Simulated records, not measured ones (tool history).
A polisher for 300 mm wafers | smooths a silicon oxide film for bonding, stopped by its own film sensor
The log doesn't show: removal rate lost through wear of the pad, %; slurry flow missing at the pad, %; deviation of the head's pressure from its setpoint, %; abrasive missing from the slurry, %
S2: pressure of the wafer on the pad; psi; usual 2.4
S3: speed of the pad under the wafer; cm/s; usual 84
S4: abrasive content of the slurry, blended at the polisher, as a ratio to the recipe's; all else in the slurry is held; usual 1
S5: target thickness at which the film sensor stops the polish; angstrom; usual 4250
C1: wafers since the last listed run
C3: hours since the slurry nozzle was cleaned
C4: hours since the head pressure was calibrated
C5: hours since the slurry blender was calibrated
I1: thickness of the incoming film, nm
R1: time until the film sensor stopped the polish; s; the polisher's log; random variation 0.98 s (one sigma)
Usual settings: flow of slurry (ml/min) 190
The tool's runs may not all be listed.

Run 1, hour 0: usual settings; C1 0; wafers polished on this pad 532; C3 395.6; C4 1132.3; C5 245.6; I1 473.5. Result: R1 63.7 s.
Run 2, hour 6.1: usual settings but S3 108 cm/s; C1 63; wafers polished on this pad 595; C3 401.7; C4 1138.4; C5 251.7; I1 463.6. Result: R1 44.4 s.
At hour 20.7: worn pad replaced by a new one.
Run 3, hour 21.2: usual settings but S3 108 cm/s; C1 115; wafers polished on this pad 5; C3 416.8; C4 1153.5; C5 266.8; I1 470.6. Result: R1 46.1 s.
Run 4, hour 34: usual settings but S3 108 cm/s; C1 133; wafers polished on this pad 139; C3 429.6; C4 1166.3; C5 279.6; I1 470.6. Result: R1 46.9 s.
Run 5, hour 44.4: usual settings but S4 0.8; C1 108; wafers polished on this pad 247; C3 440; C4 1176.7; C5 290; I1 470.1. Result: R1 62.2 s.
Run 6, hour 54.1: usual settings but S4 0.8; C1 101; wafers polished on this pad 348; C3 449.7; C4 1186.4; C5 299.7; I1 469.1. Result: R1 62.2 s.
Run 7, hour 63.9: usual settings but S4 0.8; C1 102; wafers polished on this pad 451; C3 459.5; C4 1196.2; C5 309.5; I1 469.6. Result: R1 64.2 s.
Run 8, hour 73.9: usual settings but S5 4360 angstrom; C1 104; wafers polished on this pad 555; C3 469.5; C4 1206.2; C5 319.5; I1 466.7. Result: R1 40.5 s.
Run 9, hour 81.3: usual settings but S5 4360 angstrom; C1 77; wafers polished on this pad 632; C3 476.9; C4 1213.6; C5 326.9; I1 469.2. Result: R1 44.5 s.
At hour 97.6: worn pad replaced by a new one.
Run 10, hour 98.1: usual settings but S5 4360 angstrom; C1 133; wafers polished on this pad 4; C3 493.7; C4 1230.4; C5 343.7; I1 478.9. Result: R1 52.6 s.
Run 11, hour 104.7: usual settings; C1 68; wafers polished on this pad 73; C3 500.3; C4 1237; C5 350.3; I1 464.6. Result: R1 48.6 s.
At hour 109.4: head pressure recalibrated.
Run 12, hour 111.2: usual settings; C1 46; wafers polished on this pad 120; C3 506.8; C4 1.8; C5 356.8; I1 469.5. Result: R1 55.5 s.
At hour 117.2: slurry blender recalibrated.
Run 13, hour 122: usual settings; C1 91; wafers polished on this pad 212; C3 517.6; C4 12.6; C5 4.8; I1 467. Result: R1 54 s.
Run 14, hour 135.9: usual settings but S5 4290 angstrom; C1 145; wafers polished on this pad 357; C3 531.5; C4 26.5; C5 18.7; I1 473.9. Result: R1 59.1 s.
Run 15, hour 147.6: usual settings; C1 122; wafers polished on this pad 479; C3 543.2; C4 38.2; C5 30.4; I1 469.4. Result: R1 59 s.
At hour 190.7: worn pad replaced by a new one.
Run 16, hour 191.2: usual settings; C1 413; wafers polished on this pad 5; C3 586.8; C4 81.8; C5 74; I1 469.5. Result: R1 55.2 s.
Run 17, hour 198.4: usual settings but flow of slurry (ml/min) 245, S4 0.75; C1 75; wafers polished on this pad 80; C3 594; C4 89; C5 81.2; I1 472.6. Result: R1 62.5 s.
Run 18, hour 205.3: usual settings; C1 72; wafers polished on this pad 152; C3 600.9; C4 95.9; C5 88.1; I1 466.1. Result: R1 51.1 s.
Run 19, hour 220.7: usual settings but S2 2 psi, S3 62 cm/s; C1 160; wafers polished on this pad 313; C3 616.3; C4 111.3; C5 103.5; I1 473.8. Result: R1 88 s.
At hour 222: slurry nozzle cleaned.
Run 20, hour 232.1: usual settings but flow of slurry (ml/min) 235, S2 2 psi, S4 0.75, S5 4190 angstrom; C1 108; wafers polished on this pad 421; C3 10.1; C4 122.7; C5 114.9; I1 471.3. Result: R1 86.6 s.
Run 21, hour 246.9: usual settings but flow of slurry (ml/min) 155, S4 0.7; C1 154; wafers polished on this pad 576; C3 24.9; C4 137.5; C5 129.7; I1 474.6. Result: R1 76.5 s.
Run 22, hour 258.2: usual settings but flow of slurry (ml/min) 135, S2 3.1 psi; C1 117; wafers polished on this pad 694; C3 36.2; C4 148.8; C5 141; I1 473.6. Result: R1 56.7 s.
At hour 266.5: worn pad replaced by a new one.
Run 23, hour 267: usual settings but flow of slurry (ml/min) 235, S3 58 cm/s, S5 4310 angstrom; C1 50; wafers polished on this pad 5; C3 45; C4 157.6; C5 149.8; I1 475.6. Result: R1 71.5 s.
Run 24, hour 273.8: usual settings but flow of slurry (ml/min) 175, S3 108 cm/s, S4 1.1; C1 70; wafers polished on this pad 76; C3 51.8; C4 164.4; C5 156.6; I1 480.3. Result: R1 56.1 s.
Run 25, hour 288.1: usual settings but S4 1.2; C1 149; wafers polished on this pad 225; C3 66.1; C4 178.7; C5 170.9; I1 468.1. Result: R1 53.2 s.
Run 26, hour 295.2: usual settings but flow of slurry (ml/min) 225, S2 3 psi, S5 4110 angstrom; C1 74; wafers polished on this pad 299; C3 73.2; C4 185.8; C5 178; I1 467.4. Result: R1 60.4 s.
Run 27, hour 306.6: usual settings but S4 1.25, S5 4330 angstrom; C1 118; wafers polished on this pad 418; C3 84.6; C4 197.2; C5 189.4; I1 471.8. Result: R1 47 s.
Run 28, hour 334: usual settings but flow of slurry (ml/min) 140, S4 1.3; C1 285; wafers polished on this pad 704; C3 112; C4 224.6; C5 216.8; I1 465.6. Result: R1 53.8 s.
Run 29, hour 349: usual settings but flow of slurry (ml/min) 125, S2 2.8 psi, S4 1.15, S5 4330 angstrom; C1 156; wafers polished on this pad 861; C3 127; C4 239.6; C5 231.8; I1 464.5. Result: R1 41.7 s.
At hour 353.3: worn pad replaced by a new one.
Run 30, hour 359.9: usual settings but S2 2.8 psi; C1 72; wafers polished on this pad 68; C3 137.9; C4 250.5; C5 242.7; I1 461.4. Result: R1 41 s.
Run 31, hour 369.2: usual settings but S3 58 cm/s; C1 97; wafers polished on this pad 165; C3 147.2; C4 259.8; C5 252; I1 463.5. Result: R1 65.7 s.

Measured less the same run without the tool's hidden state. The same run-to-run variation is in both; the gauge's scatter may not be:
run    R1
  1  +5.2
  2    +4
  3  +0.2
  4    +1
  5  +2.3
  6  +3.2
  7  +4.2
  8  +3.2
  9    +4
 10  +0.3
 11  +0.7
 12  +1.4
 13  +2.2
 14  +3.6
 15  +4.6
 16  +0.2
 17    +1
 18  +1.3
 19  +4.2
 20  +5.6
 21  +6.5
 22  +5.8
 23  +0.5
 24  +0.9
 25    +2
 26  +2.9
 27    +3
 28  +5.6
 29  +5.2
 30  +1.1
 31  +2.6

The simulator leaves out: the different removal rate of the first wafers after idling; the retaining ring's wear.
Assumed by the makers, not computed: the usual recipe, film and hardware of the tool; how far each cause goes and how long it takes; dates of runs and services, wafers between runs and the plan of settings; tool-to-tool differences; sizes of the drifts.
